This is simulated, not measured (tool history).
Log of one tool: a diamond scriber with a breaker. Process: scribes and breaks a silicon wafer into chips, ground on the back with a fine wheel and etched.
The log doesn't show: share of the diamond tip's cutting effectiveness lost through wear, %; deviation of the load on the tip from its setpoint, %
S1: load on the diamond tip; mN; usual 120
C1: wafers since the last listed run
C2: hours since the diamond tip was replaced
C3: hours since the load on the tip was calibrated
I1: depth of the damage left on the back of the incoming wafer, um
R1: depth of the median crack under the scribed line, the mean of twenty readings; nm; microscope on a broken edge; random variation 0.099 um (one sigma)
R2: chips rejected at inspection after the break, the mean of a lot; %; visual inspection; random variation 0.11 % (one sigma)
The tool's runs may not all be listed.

run	hour	S1	C1	C2	C3	I1	R1	R2
1	0	141	0	327.6	1122.4	0.53	9720	3.18
2	85.8	120	256	413.4	1208.2	0.38	8900	2.77
3	171.9	120	257	499.5	1294.3	0.34	8440	3.84
# hour 218.9: diamond tip replaced by a new one
4	223.6	120	148	4.7	1346	0.79	9310	1.58
5	288.3	120	193	69.4	1410.7	0.6	9060	1.41
# hour 304.4: load on the tip recalibrated
6	347.4	120	170	128.5	43	0.56	9230	1.5
7	425	107	232	206.1	120.6	0.47	8410	4.1
8	605.9	107	541	387	301.5	0.3	8060	6.67
# hour 678.5: diamond tip replaced by a new one
9	690.2	120	246	11.7	385.8	0.47	9140	1.55
10	781.1	120	271	102.6	476.7	0.54	9190	1.39
11	835	120	161	156.5	530.6	0.31	9010	1.59
12	935.3	120	300	256.8	630.9	0.34	8920	1.81
13	1035.1	120	298	356.6	730.7	0.6	8690	2.1
14	1072.3	120	111	393.8	767.9	0.67	8880	2.02
# hour 1113.8: diamond tip replaced by a new one
15	1116.5	120	126	2.7	812.1	0.34	9230	1.55
16	1188.5	97	215	74.7	884.1	0.54	7960	9.06
17	1231.2	145	127	117.4	926.8	0.73	10440	7.4
18	1303.9	120	217	190.1	999.5	0.59	9150	1.6
19	1362.1	139	174	248.3	1057.7	0.4	9770	3.62
20	1406.1	86	131	292.3	1101.7	0.75	7040	20.01
21	1449.9	120	131	336.1	1145.5	0.59	9140	1.64
22	1486.6	120	109	372.8	1182.2	0.34	8840	2.01
23	1557.4	130	211	443.6	1253	0.39	9310	1.39
# hour 1682.8: diamond tip replaced by a new one
# hour 1845.6: load on the tip recalibrated
24	1846.1	120	851	163.3	0.5	0.38	9170	1.36
25	1889.9	132	131	207.1	44.3	0.55	9590	2.13
26	1986.4	87	288	303.6	140.8	0.7	7210	23.04
27	2033.1	103	139	350.3	187.5	0.39	7940	8.19
28	2077.8	136	133	395	232.2	0.46	9360	1.8
# hour 2152.9: diamond tip replaced by a new one
29	2179.7	120	298	26.8	334.1	0.4	9110	1.2
30	2243	108	189	90.1	397.4	0.69	8490	4.06
31	2319.3	131	228	166.4	473.7	0.51	9630	2.07
32	2358.7	120	117	205.8	513.1	0.3	9110	1.57
33	2432.6	94	221	279.7	587	0.35	7390	13.73

Forecast each of these 3 alternatives for the next run:
A	2433.2	120	1	280.3	587.6	0.72	?	?
B	2433.2	109	1	280.3	587.6	0.72	?	?
C	2433.2	88	1	280.3	587.6	0.72	?	?

run	R1	R2
A	9070	1.61
B	8480	4.18
C	7300	18.04
Without the tool's hidden state the same runs would have given:
run	R1	R2
A	9360	1.31
B	8760	2.65
C	7530	14.39
